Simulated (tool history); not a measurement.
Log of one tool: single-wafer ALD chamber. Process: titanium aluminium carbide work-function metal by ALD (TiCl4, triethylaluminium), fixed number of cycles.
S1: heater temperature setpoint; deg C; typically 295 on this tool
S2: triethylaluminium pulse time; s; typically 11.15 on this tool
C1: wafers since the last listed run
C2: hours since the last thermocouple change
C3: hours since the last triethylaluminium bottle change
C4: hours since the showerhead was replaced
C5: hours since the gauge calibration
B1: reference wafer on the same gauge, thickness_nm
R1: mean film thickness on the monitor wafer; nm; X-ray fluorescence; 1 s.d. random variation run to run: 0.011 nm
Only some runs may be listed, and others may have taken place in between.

run     day   S1     S2   C1      C2     C3      C4     C5     B1     R1
  1       0  295   7.77    0  1821.9  318.6  3768.4  119.8  2.032  1.845
  2   0.512  295   7.77  157  1834.2  330.9  3780.7  132.1  2.032  1.817
  3   1.133  295   7.77  190  1849.1  345.8  3795.6    147  2.029  1.832
  4   1.625  295  11.15  150  1860.9  357.6  3807.4  158.8   2.03  1.923
  5   2.308  295  11.15  209  1877.3    374  3823.8  175.2  2.033   1.93
  6   2.617  295  11.15   94  1884.7  381.4  3831.2  182.6   2.03  1.916
  7   4.062  295  11.15  443  1919.4  416.1  3865.9  217.3  2.031  1.917
  8   4.438  300  11.15  115  1928.4  425.1  3874.9  226.3   2.03  1.948
      4.904  -- gauge calibrated
  9    5.25  300  11.15  249  1947.9  444.6  3894.4    8.3  2.029  1.939
      5.704  -- thermocouple changed; heater temperature recalibrated
      5.729  -- showerhead replaced
 10   7.383  300  11.15  545    40.3  495.8    39.7   59.5  2.034  1.919
 11     8.1  303  11.15  219    57.5    513    56.9   76.7  2.029  1.931
 12   8.504  284  14.27  124    67.2  522.7    66.6   86.4   2.03  1.844
 13   9.083  285   9.33  177    81.1  536.6    80.5  100.3  2.029  1.713
 14   9.542  295  11.15  140    92.1  547.6    91.5  111.3  2.033  1.815
      9.954  -- triethylaluminium bottle replaced
 15  10.112  303  11.15   72   105.8    3.8   105.2    125  2.032   2.02
 16    11.4  295  12.95  395   136.7   34.7   136.1  155.9  2.028  1.956
 17  12.067  309  14.95  204   152.7   50.7   152.1  171.9  2.029  2.086
 18   12.55  295  11.15  148   164.3   62.3   163.7  183.5  2.031  1.938
 19  12.912  282   8.04  111     173     71   172.4  192.2  2.031  1.816
 20  13.546  300  15.01  194   188.2   86.2   187.6  207.4  2.031  2.004
 21  14.142  295  14.61  182   202.5  100.5   201.9  221.7   2.03  2.008
 22  14.592  285  11.15  138   213.3  111.3   212.7  232.5  2.031  1.889

For each entry between runs, how does the tool's hidden state at the last listed run before it compare with that at the first listed run after it?
After run 8, before run 9: gauge calibrated (day 4.904)
  triethylaluminium dose above that of a fresh bottle (%): -26.9 -> -29.1
  measured value less the no-hidden-state value, R1: -0.059 -> -0.066 nm
After run 9, before run 10: thermocouple changed; heater temperature recalibrated (day 5.704); showerhead replaced (day 5.729)
  triethylaluminium dose above that of a fresh bottle (%): -29.1 -> -35.4
  measured value less the no-hidden-state value, R1: -0.066 -> -0.091 nm
After run 14, before run 15: triethylaluminium bottle replaced (day 9.954)
  triethylaluminium dose above that of a fresh bottle (%): -42.4 -> -3.53
  measured value less the no-hidden-state value, R1: -0.12 -> -0.006 nm
